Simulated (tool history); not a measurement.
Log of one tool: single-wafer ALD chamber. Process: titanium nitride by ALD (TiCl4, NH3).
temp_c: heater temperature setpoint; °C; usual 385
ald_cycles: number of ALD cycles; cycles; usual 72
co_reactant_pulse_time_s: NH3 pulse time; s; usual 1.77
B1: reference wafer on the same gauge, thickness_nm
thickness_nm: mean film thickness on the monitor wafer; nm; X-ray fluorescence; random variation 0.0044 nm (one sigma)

Run 1, day 0.000: usual settings but ald_cycles 80 cycles; B1 1.402. Result: thickness_nm 1.933 nm.
Run 2, day 2.175: usual settings but ald_cycles 83 cycles, co_reactant_pulse_time_s 1.62 s; B1 1.402. Result: thickness_nm 2.012 nm.
Run 3, day 4.662: usual settings but ald_cycles 83 cycles, co_reactant_pulse_time_s 1.62 s; B1 1.406. Result: thickness_nm 2.010 nm.
Run 4, day 8.904: usual settings but ald_cycles 83 cycles, co_reactant_pulse_time_s 1.62 s; B1 1.411. Result: thickness_nm 2.021 nm.
Run 5, day 10.767: usual settings; B1 1.413. Result: thickness_nm 1.755 nm.
Run 6, day 12.721: usual settings but temp_c 374 °C, ald_cycles 69 cycles; B1 1.413. Result: thickness_nm 1.669 nm.
Run 7, day 15.525: usual settings but temp_c 374 °C, ald_cycles 69 cycles; B1 1.418. Result: thickness_nm 1.671 nm.
Run 8, day 17.075: usual settings but temp_c 374 °C, ald_cycles 69 cycles; B1 1.418. Result: thickness_nm 1.670 nm.
Run 9, day 18.488: usual settings; B1 1.420. Result: thickness_nm 1.775 nm.
Run 10, day 20.200: usual settings; B1 1.424. Result: thickness_nm 1.771 nm.
Run 11, day 22.950: usual settings; B1 1.424. Result: thickness_nm 1.772 nm.
Run 12, day 25.929: usual settings; B1 1.428. Result: thickness_nm 1.778 nm.
Run 13, day 28.296: usual settings but ald_cycles 66 cycles, co_reactant_pulse_time_s 2.09 s; B1 1.430. Result: thickness_nm 1.643 nm.
Run 14, day 30.608: usual settings but co_reactant_pulse_time_s 2.15 s; B1 1.433. Result: thickness_nm 1.799 nm.
Run 15, day 33.467: usual settings; B1 1.408. Result: thickness_nm 1.753 nm.
Run 16, day 35.179: usual settings but co_reactant_pulse_time_s 1.43 s; B1 1.410. Result: thickness_nm 1.746 nm.
Run 17, day 36.954: usual settings but temp_c 377 °C, ald_cycles 65 cycles; B1 1.412. Result: thickness_nm 1.580 nm.
Run 18, day 38.625: usual settings but temp_c 379 °C, co_reactant_pulse_time_s 1.21 s; B1 1.415. Result: thickness_nm 1.722 nm.
Run 19, day 42.412: usual settings; B1 1.417. Result: thickness_nm 1.771 nm.
Run 20, day 44.592: usual settings but ald_cycles 86 cycles, co_reactant_pulse_time_s 2.02 s; B1 1.420. Result: thickness_nm 2.112 nm.
Run 21, day 46.000: usual settings; B1 1.421. Result: thickness_nm 1.774 nm.
Run 22, day 47.842: usual settings but temp_c 374 °C, ald_cycles 78 cycles, co_reactant_pulse_time_s 2.28 s; B1 1.423. Result: thickness_nm 1.927 nm.
Run 23, day 49.608: usual settings but temp_c 380 °C, ald_cycles 77 cycles, co_reactant_pulse_time_s 1.53 s; B1 1.426. Result: thickness_nm 1.870 nm.

Not shown: 3 entries that the log had between the listed runs. Between which runs, and how does the tool's hidden state differ before and after?
Between runs 11 and 12: thermocouple changed; heater temperature recalibrated (day 23.317)
  gauge reads high (%): 1.75 -> 1.97
  measured less the result without the state, thickness_nm: +0.031 -> +0.035 nm
Between runs 12 and 13: showerhead replaced (day 26.404)
  gauge reads high (%): 1.97 -> 2.14
  measured less the result without the state, thickness_nm: +0.035 -> +0.034 nm
Between runs 14 and 15: gauge calibrated (day 31.017)
  gauge reads high (%): 2.31 -> 0.588
  measured less the result without the state, thickness_nm: +0.041 -> +0.010 nm
